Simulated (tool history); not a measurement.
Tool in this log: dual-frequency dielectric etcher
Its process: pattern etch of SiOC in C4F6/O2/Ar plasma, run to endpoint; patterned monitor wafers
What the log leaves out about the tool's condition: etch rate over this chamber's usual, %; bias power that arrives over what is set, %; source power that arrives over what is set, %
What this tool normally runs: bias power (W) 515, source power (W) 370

run	day	bias power (W)	source power (W)	wafers since the last listed run	hours since the last wet clean	hours since the last bias power generator calibration	hours since the last source power generator calibration	hours since the last upper electrode change	incoming incoming film thickness, nm	endpoint time (s)
1	0	582	410	0	184.1	509.3	2007.4	2860.6	27.79	9.1
2	1.817	582	410	614	227.7	552.9	2051	2904.2	28.12	9.2
3	4.929	515	370	1052	302.4	627.6	2125.7	2978.9	27.84	10.2
4	7.508	515	370	871	364.3	689.5	2187.6	3040.8	27.91	10.6
5	10.012	515	370	846	424.4	749.6	2247.7	3100.9	27.99	10.4
6	11.517	613	370	508	460.5	785.7	2283.8	3137	27.61	9.6
7	12.762	515	370	421	490.4	815.6	2313.7	3166.9	27.86	10.5
8	15.283	515	370	852	550.9	876.1	2374.2	3227.4	27.83	10.6
9	17.375	515	370	706	601.1	926.3	2424.4	3277.6	27.92	10.6
# day 19.012: wet clean of the chamber
10	19.788	515	370	477	18.6	984.2	2482.3	3335.5	28.22	10.4
11	22.325	515	370	857	79.5	1045.1	2543.2	3396.4	27.93	10.4
12	23.542	515	370	411	108.7	1074.3	2572.4	3425.6	27.99	10.4
13	24.954	515	370	477	142.6	1108.2	2606.3	3459.5	27.76	10.2
14	28.9	515	370	1333	237.3	1202.9	2701	3554.2	27.58	10.2
15	30.242	515	370	453	269.5	1235.1	2733.2	3586.4	27.7	10.3
16	32.212	408	410	666	316.8	1282.4	2780.5	3633.7	27.69	10.9
17	34.883	469	300	902	380.9	1346.5	2844.6	3697.8	27.92	12.3
18	36.158	390	370	430	411.5	1377.1	2875.2	3728.4	27.74	11.8
19	38.796	388	370	891	474.8	1440.4	2938.5	3791.7	27.85	11.9
# day 40.933: wet clean of the chamber
20	40.954	423	310	391	0.5	1492.2	2990.3	3843.5	27.92	12
21	41.904	461	430	321	23.3	1515	3013.1	3866.3	27.98	9.8
# day 43.079: upper electrode replaced
22	50.754	515	370	2653	235.7	1727.4	3225.5	184.2	27.99	10.3
# day 51.483: source power generator calibrated
23	52.9	515	370	668	287.2	1778.9	34	235.7	28.17	10.5
24	54.062	515	370	392	315.1	1806.8	61.9	263.6	28.04	10.4
25	56.321	449	460	763	369.3	1861	116.1	317.8	27.82	9.9
26	57.525	464	330	407	398.2	1889.9	145	346.7	27.74	11.6
# day 59.533: bias power generator calibrated
27	60.367	429	300	904	466.4	20	213.2	414.9	27.75	12.7
# day 62.179: wet clean of the chamber
28	67.271	642	370	1995	122.2	185.7	378.9	580.6	27.89	9.2
29	69.8	449	460	854	182.9	246.4	439.6	641.3	27.92	9.6
30	72.371	433	340	868	244.6	308.1	501.3	703	27.87	11.7
31	77.117	635	320	1604	358.5	422	615.2	816.9	27.6	10.1

Give the tool's hidden conditions for every run:
bias power that arrives over what is set, %: 0 in every run
source power that arrives over what is set, %: 0 in every run
H1: etch rate over this chamber's usual, %
run	H1
1	-1.46
2	-1.84
3	-2.5
4	-3.04
5	-3.57
6	-3.89
7	-4.16
8	-4.69
9	-5.13
10	-0.696
11	-1.23
12	-1.49
13	-1.79
14	-2.63
15	-2.91
16	-3.33
17	-3.89
18	-4.16
19	-4.72
20	0.417
21	0.216
22	-1.66
23	-2.11
24	-2.36
25	-2.84
26	-3.09
27	-3.69
28	-0.855
29	-1.39
30	-1.94
31	-2.94
